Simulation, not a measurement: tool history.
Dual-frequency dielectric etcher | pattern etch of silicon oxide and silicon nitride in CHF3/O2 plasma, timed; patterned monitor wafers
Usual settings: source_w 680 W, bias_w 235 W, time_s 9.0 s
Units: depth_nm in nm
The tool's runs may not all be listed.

run   hour  source_w  bias_w  time_s  wafers since the last listed run  hours since the last wet clean  hours since the last source power generator calibration  hours since the last bias power generator calibration  hours since the last upper electrode change  hours since the gauge calibration  read-back reference wafer on the same gauge, depth_nm  depth_nm
  1    0.0       680     235     9.0                                 0                           321.0                                                   3596.1                                                 2544.5                                       2991.0                              745.7                                                  17.59     15.92
  2   64.1       680     235     9.0                              1471                           385.1                                                   3660.2                                                 2608.6                                       3055.1                              809.8                                                  17.60     15.77
      84.4  -- source power generator calibrated
  3  103.0       740     235     9.0                               801                           424.0                                                     18.6                                                 2647.5                                       3094.0                              848.7                                                  17.60     16.31
  4  129.6       740     235     9.0                               610                           450.6                                                     45.2                                                 2674.1                                       3120.6                              875.3                                                  17.58     16.32
  5  153.2       740     235     9.0                               541                           474.2                                                     68.8                                                 2697.7                                       3144.2                              898.9                                                  17.59     16.19
     164.0  -- gauge calibrated
  6  166.8       680     235    10.0                               312                           487.8                                                     82.4                                                 2711.3                                       3157.8                                2.8                                                  17.60     17.37
  7  189.0       680     235    10.0                               509                           510.0                                                    104.6                                                 2733.5                                       3180.0                               25.0                                                  17.61     17.27
  8  208.1       680     280     9.0                               438                           529.1                                                    123.7                                                 2752.6                                       3199.1                               44.1                                                  17.59     16.37
  9  233.3       680     280     9.0                               578                           554.3                                                    148.9                                                 2777.8                                       3224.3                               69.3                                                  17.59     16.41
 10  257.8       680     235     9.0                               562                           578.8                                                    173.4                                                 2802.3                                       3248.8                               93.8                                                  17.60     15.42
     276.2  -- bias power generator calibrated
     291.6  -- upper electrode replaced
     314.1  -- wet clean of the chamber
 11  314.6       740     281    10.5                               341                             0.5                                                    230.2                                                   38.4                                         23.0                              150.6                                                  17.59     20.42
 12  317.2       680     235     9.0                                59                             3.1                                                    232.8                                                   41.0                                         25.6                              153.2                                                  17.61     15.80
 13  340.9       560     235    11.0                               544                            26.8                                                    256.5                                                   64.7                                         49.3                              176.9                                                  17.59     17.90
 14  367.7       610     254     9.0                               615                            53.6                                                    283.3                                                   91.5                                         76.1                              203.7                                                  17.61     15.54
 15  394.9       680     235     9.0                               624                            80.8                                                    310.5                                                  118.7                                        103.3                              230.9                                                  17.59     15.82
 16  409.0       680     235    10.0                               323                            94.9                                                    324.6                                                  132.8                                        117.4                              245.0                                                  17.59     17.45
 17  423.4       680     235     9.0                               330                           109.3                                                    339.0                                                  147.2                                        131.8                              259.4                                                  17.59     15.82
 18  446.0       760     235     7.5                               518                           131.9                                                    361.6                                                  169.8                                        154.4                              282.0                                                  17.62     13.68
 19  469.0       720     293     8.0                               528                           154.9                                                    384.6                                                  192.8                                        177.4                              305.0                                                  17.60     15.45
 20  500.8       810     212    11.0                               730                           186.7                                                    416.4                                                  224.6                                        209.2                              336.8                                                  17.60     19.99
 21  525.5       830     277     9.5                               567                           211.4                                                    441.1                                                  249.3                                        233.9                              361.5                                                  17.60     18.88
 22  546.9       530     188     9.0                               491                           232.8                                                    462.5                                                  270.7                                        255.3                              382.9                                                  17.60     13.17
 23  572.6       720     213     9.0                               590                           258.5                                                    488.2                                                  296.4                                        281.0                              408.6                                                  17.61     15.69
 24  605.8       680     235     9.0                               762                           291.7                                                    521.4                                                  329.6                                        314.2                              441.8                                                  17.61     15.67
 25  625.6       680     235     7.0                               454                           311.5                                                    541.2                                                  349.4                                        334.0                              461.6                                                  17.61     12.05
 26  639.0       680     235     9.0                               307                           324.9                                                    554.6                                                  362.8                                        347.4                              475.0                                                  17.61     15.62
 27  660.5       680     280     9.0                               493                           346.4                                                    576.1                                                  384.3                                        368.9                              496.5                                                  17.60     16.37
 28  695.5       560     235     7.0                               803                           381.4                                                    611.1                                                  419.3                                        403.9                              531.5                                                  17.59     11.08
 29  720.8       540     272     8.0                               580                           406.7                                                    636.4                                                  444.6                                        429.2                              556.8                                                  17.60     13.07

Forecast each of these 5 alternatives for the next run:
  A  721.2       680     235    11.0                                 9                           407.1                                                    636.8                                                  445.0                                        429.6                              557.2                                                      ?         ?
  B  721.2       850     211     8.0                                 9                           407.1                                                    636.8                                                  445.0                                        429.6                              557.2                                                      ?         ?
  C  721.2       610     265     9.0                                 9                           407.1                                                    636.8                                                  445.0                                        429.6                              557.2                                                      ?         ?
  D  721.2       630     185     9.0                                 9                           407.1                                                    636.8                                                  445.0                                        429.6                              557.2                                                      ?         ?
  E  721.2       680     193     7.5                                 9                           407.1                                                    636.8                                                  445.0                                        429.6                              557.2                                                      ?         ?

run  read-back reference wafer on the same gauge, depth_nm  depth_nm
  A                                                  17.60     18.83
  B                                                  17.60     14.56
  C                                                  17.60     15.28
  D                                                  17.60     13.89
  E                                                  17.60     12.11
Without the tool's hidden state the same runs would have given:
run  depth_nm
  A     19.54
  B     15.11
  C     15.86
  D     14.42
  E     12.56
